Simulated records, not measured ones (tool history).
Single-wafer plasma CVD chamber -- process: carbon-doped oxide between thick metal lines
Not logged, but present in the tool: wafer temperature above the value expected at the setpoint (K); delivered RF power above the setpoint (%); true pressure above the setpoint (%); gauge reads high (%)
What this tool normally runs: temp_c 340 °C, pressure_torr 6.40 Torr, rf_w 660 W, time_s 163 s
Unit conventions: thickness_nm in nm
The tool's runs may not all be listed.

| run | hour | temp_c | pressure_torr | rf_w | time_s | wafers since the last listed run | hours since the last thermocouple change | hours since the last RF generator calibration | hours since the last manometer calibration | hours since the showerhead was replaced | hours since the gauge calibration | read-back reference wafer on the same gauge, thickness_nm | thickness_nm |
|---|---|---|---|---|---|---|---|---|---|---|---|---|---|
| 1 | 0.0 | 340 | 6.40 | 660 | 163 | 0 | 2813.7 | 927.7 | 2870.9 | 5798.1 | 36.2 | 1104.279 | 920.609 |
| 2 | 14.7 | 340 | 6.40 | 660 | 163 | 161 | 2828.4 | 942.4 | 2885.6 | 5812.8 | 50.9 | 1104.571 | 921.054 |
| 3 | 25.3 | 333 | 6.40 | 630 | 163 | 116 | 2839.0 | 953.0 | 2896.2 | 5823.4 | 61.5 | 1103.175 | 902.726 |
| 4 | 43.2 | 333 | 6.40 | 630 | 163 | 197 | 2856.9 | 970.9 | 2914.1 | 5841.3 | 79.4 | 1103.873 | 900.991 |
| 5 | 49.2 | 340 | 5.88 | 660 | 163 | 66 | 2862.9 | 976.9 | 2920.1 | 5847.3 | 85.4 | 1104.158 | 908.478 |
|  | 66.7 | gauge calibrated |
|  | 68.3 | showerhead replaced |
|  | 72.2 | RF generator calibrated |
|  | 77.4 | capacitance manometer re-zeroed and calibrated |
| 6 | 77.9 | 348 | 6.40 | 660 | 163 | 127 | 2891.6 | 5.7 | 0.5 | 9.6 | 11.2 | 1104.273 | 974.138 |
| 7 | 78.3 | 348 | 6.40 | 660 | 163 | 4 | 2892.0 | 6.1 | 0.9 | 10.0 | 11.6 | 1104.130 | 972.667 |
| 8 | 93.2 | 327 | 6.91 | 755 | 138 | 164 | 2906.9 | 21.0 | 15.8 | 24.9 | 26.5 | 1104.489 | 992.297 |
| 9 | 104.8 | 340 | 6.40 | 660 | 163 | 127 | 2918.5 | 32.6 | 27.4 | 36.5 | 38.1 | 1103.931 | 985.932 |
|  | 116.1 | thermocouple changed; heater temperature recalibrated |
| 10 | 116.6 | 335 | 7.48 | 715 | 192 | 41 | 0.5 | 44.4 | 39.2 | 48.3 | 49.9 | 1103.933 | 1280.770 |
| 11 | 128.5 | 340 | 6.40 | 575 | 173 | 131 | 12.4 | 56.3 | 51.1 | 60.2 | 61.8 | 1104.411 | 915.621 |
| 12 | 136.5 | 340 | 5.34 | 620 | 163 | 88 | 20.4 | 64.3 | 59.1 | 68.2 | 69.8 | 1104.292 | 901.849 |
| 13 | 150.5 | 340 | 6.40 | 660 | 192 | 154 | 34.4 | 78.3 | 73.1 | 82.2 | 83.8 | 1103.241 | 1157.270 |
|  | 154.4 | gauge calibrated |
| 14 | 160.4 | 340 | 5.46 | 735 | 149 | 108 | 44.3 | 88.2 | 83.0 | 92.1 | 6.0 | 1103.922 | 954.592 |

Below are 4 alternative next runs, each starting from the tool's condition after run 14. Predict each:
| A | 160.8 | 340 | 6.40 | 660 | 163 | 4 | 44.7 | 88.6 | 83.4 | 92.5 | 6.4 | ? | ? |
| B | 160.8 | 336 | 6.40 | 660 | 163 | 4 | 44.7 | 88.6 | 83.4 | 92.5 | 6.4 | ? | ? |
| C | 160.8 | 340 | 5.12 | 660 | 188 | 4 | 44.7 | 88.6 | 83.4 | 92.5 | 6.4 | ? | ? |
| D | 160.8 | 329 | 7.65 | 660 | 150 | 4 | 44.7 | 88.6 | 83.4 | 92.5 | 6.4 | ? | ? |

| run | read-back reference wafer on the same gauge, thickness_nm | thickness_nm |
|---|---|---|
| A | 1104.752 | 980.356 |
| B | 1104.752 | 992.731 |
| C | 1104.752 | 1087.556 |
| D | 1104.752 | 950.740 |
Without the tool's unlogged condition, the same runs would have read:
| run | thickness_nm |
|---|---|
| A | 996.908 |
| B | 1009.492 |
| C | 1105.918 |
| D | 966.793 |
